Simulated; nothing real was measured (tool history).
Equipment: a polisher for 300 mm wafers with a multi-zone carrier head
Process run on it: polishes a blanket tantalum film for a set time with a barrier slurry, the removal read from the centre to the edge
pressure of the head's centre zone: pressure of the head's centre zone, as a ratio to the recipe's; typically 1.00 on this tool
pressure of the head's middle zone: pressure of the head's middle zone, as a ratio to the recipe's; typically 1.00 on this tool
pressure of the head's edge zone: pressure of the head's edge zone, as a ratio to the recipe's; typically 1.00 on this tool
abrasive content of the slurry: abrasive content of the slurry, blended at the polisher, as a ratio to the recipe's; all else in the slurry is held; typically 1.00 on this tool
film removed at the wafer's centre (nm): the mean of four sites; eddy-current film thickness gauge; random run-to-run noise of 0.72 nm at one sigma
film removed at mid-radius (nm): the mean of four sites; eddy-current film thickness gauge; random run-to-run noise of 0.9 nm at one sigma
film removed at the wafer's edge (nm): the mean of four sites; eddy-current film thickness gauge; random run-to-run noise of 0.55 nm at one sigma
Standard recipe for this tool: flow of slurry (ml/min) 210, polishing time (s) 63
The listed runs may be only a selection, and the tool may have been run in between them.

run,day,flow of slurry (ml/min),pressure of the head's centre zone,pressure of the head's middle zone,pressure of the head's edge zone,abrasive content of the slurry,polishing time (s),"incoming thickness of the incoming film, nm",film removed at the wafer's centre (nm),film removed at mid-radius (nm),film removed at the wafer's edge (nm)
1,0.000,210,1.00,1.00,1.00,1.00,63,223.4,57.6,65.1,63.1
# day 0.462: worn pad replaced by a new one
2,0.504,210,1.00,1.00,1.00,1.00,63,222.7,59.6,63.9,64.7
3,1.246,210,1.00,1.00,1.00,1.00,63,220.2,58.4,65.6,63.0
4,1.675,245,1.00,1.00,1.00,1.00,63,219.1,59.5,67.4,64.9
5,2.212,245,1.00,1.00,1.00,1.00,63,219.1,59.7,66.4,64.4
# day 2.429: centre zone pressure recalibrated
6,2.550,210,1.04,0.95,1.00,1.00,63,219.5,68.7,61.0,63.3
7,3.188,275,0.95,1.00,1.00,1.00,63,224.2,63.7,68.1,66.3
8,3.546,210,1.00,1.00,1.00,1.00,63,224.2,66.9,63.8,63.1
# day 4.167: worn pad replaced by a new one
9,4.188,270,1.00,0.88,0.93,1.00,71,216.3,76.4,68.6,71.2
10,4.571,210,0.94,1.00,1.10,1.00,63,223.1,62.1,64.7,66.5
# day 5.000: slurry nozzle cleaned
11,5.067,210,1.03,1.00,1.00,1.00,63,221.1,68.4,65.9,63.0
# day 5.700: carrier head's membrane replaced by a new one, of another model than before
12,5.721,140,1.04,1.00,1.00,1.00,63,219.4,64.8,60.2,59.5
13,5.933,210,1.00,1.00,1.00,1.15,63,222.6,68.3,66.4,65.1
14,6.454,210,1.00,1.00,1.10,1.00,63,217.7,66.1,64.7,64.4
# day 7.125: edge zone pressure recalibrated
15,7.146,210,1.00,1.00,1.00,1.00,63,221.9,67.2,62.8,62.7
16,7.383,210,1.00,1.00,1.10,1.00,63,218.2,66.8,66.0,64.3
# day 7.846: worn pad replaced by a new one
17,7.904,210,1.06,1.00,1.00,1.00,63,216.2,74.0,63.9,62.2
18,8.188,210,1.00,1.00,1.00,1.00,63,223.8,66.1,63.9,63.2
19,8.717,140,1.00,1.00,1.00,0.90,63,223.8,59.2,59.3,58.5
20,9.217,270,1.00,1.00,1.00,1.00,63,221.3,69.3,67.3,63.8
21,9.812,210,0.97,0.91,1.00,1.00,63,219.8,62.3,62.1,64.0
22,10.525,175,1.00,1.00,0.96,1.00,44,223.8,44.7,44.2,42.6

A few steps of film removed at the wafer's centre (nm) between consecutive runs. Split each: what settings, incoming material and random variation would produce without the hidden state, and what is left over for the hidden state, along with gauge scatter present in only one of the two compared results (measured, and without hidden state):
Hidden state at play: removal rate lost through wear of the pad, %; slurry flow missing at the pad, %; deviation of the centre zone's pressure from its setpoint, %; deviation of the edge zone's pressure from its setpoint, %.
Run 1 -> 2: worn pad replaced by a new one. film removed at the wafer's centre (nm) +2.0: hidden state -0.3, all else +2.3.
Run 5 -> 6: flow of slurry (ml/min) 245 -> 210, pressure of the head's centre zone 1.00 -> 1.04, pressure of the head's middle zone 1.00 -> 0.95, centre zone pressure recalibrated. film removed at the wafer's centre (nm) +9.0: hidden state +8.4, all else +0.6.
Run 9 -> 10: flow of slurry (ml/min) 270 -> 210, pressure of the head's centre zone 1.00 -> 0.94, pressure of the head's middle zone 0.88 -> 1.00, pressure of the head's edge zone 0.93 -> 1.10, polishing time (s) 71 -> 63. film removed at the wafer's centre (nm) -14.3: hidden state +0.0, all else -14.3.
Run 21 -> 22: flow of slurry (ml/min) 210 -> 175, pressure of the head's centre zone 0.97 -> 1.00, pressure of the head's middle zone 0.91 -> 1.00, pressure of the head's edge zone 1.00 -> 0.96, polishing time (s) 63 -> 44. film removed at the wafer's centre (nm) -17.6: hidden state -0.1, all else -17.5.

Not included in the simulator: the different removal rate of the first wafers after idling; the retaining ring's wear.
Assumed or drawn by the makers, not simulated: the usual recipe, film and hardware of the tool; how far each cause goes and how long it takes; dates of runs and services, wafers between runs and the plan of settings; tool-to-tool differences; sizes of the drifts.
